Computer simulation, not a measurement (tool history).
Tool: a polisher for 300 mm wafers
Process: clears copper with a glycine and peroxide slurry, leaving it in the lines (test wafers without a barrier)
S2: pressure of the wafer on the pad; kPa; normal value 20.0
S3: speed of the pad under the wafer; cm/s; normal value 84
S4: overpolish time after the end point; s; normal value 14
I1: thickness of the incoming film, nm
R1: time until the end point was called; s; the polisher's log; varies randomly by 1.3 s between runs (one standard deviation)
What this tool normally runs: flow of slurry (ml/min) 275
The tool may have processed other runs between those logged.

Run 1, hour 0.0: usual settings; I1 448.3. Result: R1 96.0 s.
At hour 40.9: head pressure recalibrated.
Run 2, hour 48.9: usual settings but flow of slurry (ml/min) 225; I1 457.2. Result: R1 94.8 s.
Run 3, hour 131.9: usual settings but flow of slurry (ml/min) 225; I1 449.5. Result: R1 93.9 s.
Run 4, hour 224.4: usual settings but flow of slurry (ml/min) 225; I1 445.5. Result: R1 94.1 s.
Run 5, hour 271.8: usual settings but flow of slurry (ml/min) 205; I1 452.7. Result: R1 97.3 s.
At hour 326.7: worn pad replaced by a new one.
Run 6, hour 343.4: usual settings but flow of slurry (ml/min) 205; I1 445.2. Result: R1 96.0 s.
Run 7, hour 390.4: usual settings; I1 447.0. Result: R1 93.7 s.
Run 8, hour 470.3: usual settings; I1 448.0. Result: R1 99.3 s.
Run 9, hour 584.6: usual settings; I1 453.0. Result: R1 99.8 s.
At hour 665.9: slurry nozzle cleaned.
Run 10, hour 675.4: usual settings; I1 455.3. Result: R1 99.2 s.
Run 11, hour 745.6: usual settings; I1 458.9. Result: R1 99.4 s.
Run 12, hour 839.3: usual settings; I1 448.8. Result: R1 98.8 s.
At hour 886.7: head pressure recalibrated.
Run 13, hour 912.9: usual settings; I1 456.2. Result: R1 90.4 s.
At hour 987.8: worn pad replaced by a new one.
Run 14, hour 988.3: usual settings but S4 17 s; I1 443.8. Result: R1 88.0 s.
Run 15, hour 1027.6: usual settings but flow of slurry (ml/min) 190; I1 448.1. Result: R1 94.5 s.
Run 16, hour 1100.3: usual settings but S2 13.8 kPa, S3 108 cm/s; I1 449.8. Result: R1 100.3 s.
Run 17, hour 1334.3: usual settings; I1 445.8. Result: R1 96.7 s.
At hour 1351.8: slurry nozzle cleaned.
Run 18, hour 1396.7: usual settings but flow of slurry (ml/min) 245, S2 13.8 kPa, S3 68 cm/s; I1 455.9. Result: R1 150.1 s.
Run 19, hour 1433.3: usual settings but S2 24.1 kPa; I1 449.3. Result: R1 84.1 s.
Run 20, hour 1505.6: usual settings but flow of slurry (ml/min) 355; I1 454.3. Result: R1 99.8 s.
At hour 1578.6: worn pad replaced by a new one.
Run 21, hour 1579.1: usual settings; I1 456.7. Result: R1 100.7 s.
At hour 1604.9: head pressure recalibrated.
Run 22, hour 1623.9: usual settings but S2 22.8 kPa, S3 64 cm/s, S4 9 s; I1 444.9. Result: R1 99.7 s.
Run 23, hour 1676.4: usual settings but S3 70 cm/s; I1 451.1. Result: R1 103.5 s.
Run 24, hour 1733.0: usual settings but S2 16.5 kPa, S3 92 cm/s; I1 457.8. Result: R1 103.4 s.
Run 25, hour 1775.0: usual settings but S3 104 cm/s; I1 457.2. Result: R1 77.8 s.
Run 26, hour 1843.3: usual settings; I1 445.9. Result: R1 90.1 s.
Run 27, hour 1930.4: usual settings but flow of slurry (ml/min) 205, S4 16 s; I1 452.3. Result: R1 95.2 s.
Run 28, hour 2036.1: usual settings but flow of slurry (ml/min) 310, S2 13.8 kPa, S3 106 cm/s; I1 442.8. Result: R1 104.9 s.
At hour 2101.0: slurry nozzle cleaned.
Run 29, hour 2129.9: usual settings; I1 447.9. Result: R1 94.4 s.
Run 30, hour 2235.6: usual settings but flow of slurry (ml/min) 225, S2 24.1 kPa, S3 110 cm/s, S4 9 s; I1 442.1. Result: R1 67.5 s.
At hour 2263.5: worn pad replaced by a new one.
Run 31, hour 2329.6: usual settings; I1 456.4. Result: R1 99.9 s.
Run 32, hour 2378.3: usual settings but flow of slurry (ml/min) 210, S4 16 s; I1 450.4. Result: R1 101.3 s.
At hour 2448.3: head pressure recalibrated.
Run 33, hour 2486.3: usual settings; I1 452.5. Result: R1 92.3 s.
Run 34, hour 2579.6: usual settings but flow of slurry (ml/min) 185, S2 22.8 kPa, S3 64 cm/s, S4 18 s; I1 450.4. Result: R1 105.3 s.

Measured minus without-hidden-state, run by run (identical run-to-run variation in each term; gauge scatter may differ):
What the log doesn't record here: removal rate lost through wear of the pad, %; slurry flow missing at the pad, %; deviation of the head's pressure from its setpoint, %.
run     R1
  1   +8.5
  2   +0.5
  3   +1.5
  4   +2.6
  5   +3.3
  6   +4.2
  7   +4.6
  8   +5.9
  9   +7.4
 10   +8.6
 11   +9.5
 12  +10.6
 13   -0.2
 14   +0.6
 15   +1.1
 16   +2.1
 17   +5.1
 18   +7.8
 19   +5.6
 20   +7.5
 21   +8.5
 22   -1.3
 23   -0.7
 24   +0.0
 25   +0.4
 26   +1.3
 27   +2.4
 28   +4.1
 29   +4.9
 30   +4.8
 31   +7.8
 32   +8.5
 33   -0.9
 34   +0.3
